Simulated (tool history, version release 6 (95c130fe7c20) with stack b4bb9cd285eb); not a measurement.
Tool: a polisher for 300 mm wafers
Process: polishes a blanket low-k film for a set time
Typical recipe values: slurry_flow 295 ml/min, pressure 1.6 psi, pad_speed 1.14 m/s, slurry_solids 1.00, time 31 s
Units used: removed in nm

run	hour	slurry_flow	pressure	pad_speed	slurry_solids	time	wafers since the last listed run	wafers polished on this pad	hours since the slurry nozzle was cleaned	hours since the head pressure was calibrated	hours since the slurry blender was calibrated	hours since the conditioning disc was replaced	incoming thickness of the incoming film, nm	removed
1	0.0	295	1.6	0.94	1.10	31	0	58	348.8	130.5	56.4	76.9	571.3	9.9
2	14.9	295	1.6	0.94	1.10	31	166	224	363.7	145.4	71.3	91.8	580.7	9.8
3	32.6	295	1.6	0.94	1.10	31	197	422	381.4	163.1	89.0	109.5	580.2	9.9
4	42.3	295	1.6	1.14	1.00	31	108	530	391.1	172.8	98.7	119.2	569.8	11.2
5	59.9	295	1.6	1.14	1.00	31	196	726	408.7	190.4	116.3	136.8	561.5	11.0
# hour 71.1: worn pad replaced by a new one
# hour 93.7: conditioning disc replaced and pad reconditioned
6	102.3	295	1.6	1.14	1.00	31	406	325	451.1	232.8	158.7	8.6	565.8	11.1
7	117.0	295	1.6	1.14	1.00	31	163	489	465.8	247.5	173.4	23.3	571.4	11.0
8	125.7	295	1.6	1.14	1.00	31	97	586	474.5	256.2	182.1	32.0	571.2	11.0
# hour 136.6: worn pad replaced by a new one
9	141.6	295	2.1	1.14	1.00	24	132	56	490.4	272.1	198.0	47.9	568.1	11.2
# hour 158.1: head pressure recalibrated
10	158.6	295	2.1	1.14	1.00	24	167	223	507.4	0.5	215.0	64.9	569.5	10.7
11	164.6	295	1.6	1.14	1.00	31	66	290	513.4	6.5	221.0	70.9	563.9	11.0
12	171.2	295	1.6	1.14	1.00	31	73	364	520.0	13.1	227.6	77.5	568.5	10.8
13	183.9	295	1.6	1.14	1.00	31	141	505	532.7	25.8	240.3	90.2	569.1	10.8
14	192.4	295	1.6	0.94	1.10	31	94	600	541.2	34.3	248.8	98.7	564.1	9.8
15	205.0	295	1.6	1.14	0.90	24	140	741	553.8	46.9	261.4	111.3	579.9	8.0
# hour 214.3: worn pad replaced by a new one
16	222.4	295	1.6	1.30	1.00	31	149	90	571.2	64.3	278.8	128.7	576.7	11.9
# hour 227.1: conditioning disc replaced and pad reconditioned
# hour 230.0: slurry nozzle cleaned
17	231.2	235	1.6	1.14	1.00	31	64	154	1.2	73.1	287.6	4.1	563.9	10.6
18	248.5	365	1.9	1.24	0.75	31	192	347	18.5	90.4	304.9	21.4	563.3	12.1
# hour 255.0: slurry blender recalibrated
19	256.8	295	1.6	1.52	1.25	41	70	418	26.8	98.7	1.8	29.7	561.3	20.0
20	273.5	365	2.1	1.14	1.00	31	186	604	43.5	115.4	18.5	46.4	572.1	14.5
21	282.1	295	1.6	1.14	1.00	26	95	700	52.1	124.0	27.1	55.0	581.1	9.1
# hour 287.0: worn pad replaced by a new one
22	293.9	200	2.2	0.76	1.00	31	87	76	63.9	135.8	38.9	66.8	571.5	10.4
23	308.3	215	1.6	0.88	1.15	39	160	237	78.3	150.2	53.3	81.2	563.0	11.3
24	317.5	295	1.6	1.14	1.00	31	102	339	87.5	159.4	62.5	90.4	579.6	11.0
25	326.9	365	1.6	1.14	0.75	31	104	444	96.9	168.8	71.9	99.8	570.6	9.6
26	336.8	295	1.9	1.14	0.80	21	110	555	106.8	178.7	81.8	109.7	564.8	7.7
27	343.9	385	1.2	1.14	1.10	21	79	634	113.9	185.8	88.9	116.8	567.9	5.9

Entry by entry between the runs, the difference in hidden state between the last listed run before and the first listed run after:
From run 5 to run 6: worn pad replaced by a new one (hour 71.1); conditioning disc replaced and pad reconditioned (hour 93.7)
  no hidden state differs between the two runs
From run 8 to run 9: worn pad replaced by a new one (hour 136.6)
  no hidden state differs between the two runs
From run 9 to run 10: head pressure recalibrated (hour 158.1)
  no hidden state differs between the two runs
From run 15 to run 16: worn pad replaced by a new one (hour 214.3)
  no hidden state differs between the two runs
From run 16 to run 17: conditioning disc replaced and pad reconditioned (hour 227.1); slurry nozzle cleaned (hour 230.0)
  no hidden state differs between the two runs
From run 18 to run 19: slurry blender recalibrated (hour 255.0)
  no hidden state differs between the two runs
From run 21 to run 22: worn pad replaced by a new one (hour 287.0)
  no hidden state differs between the two runs
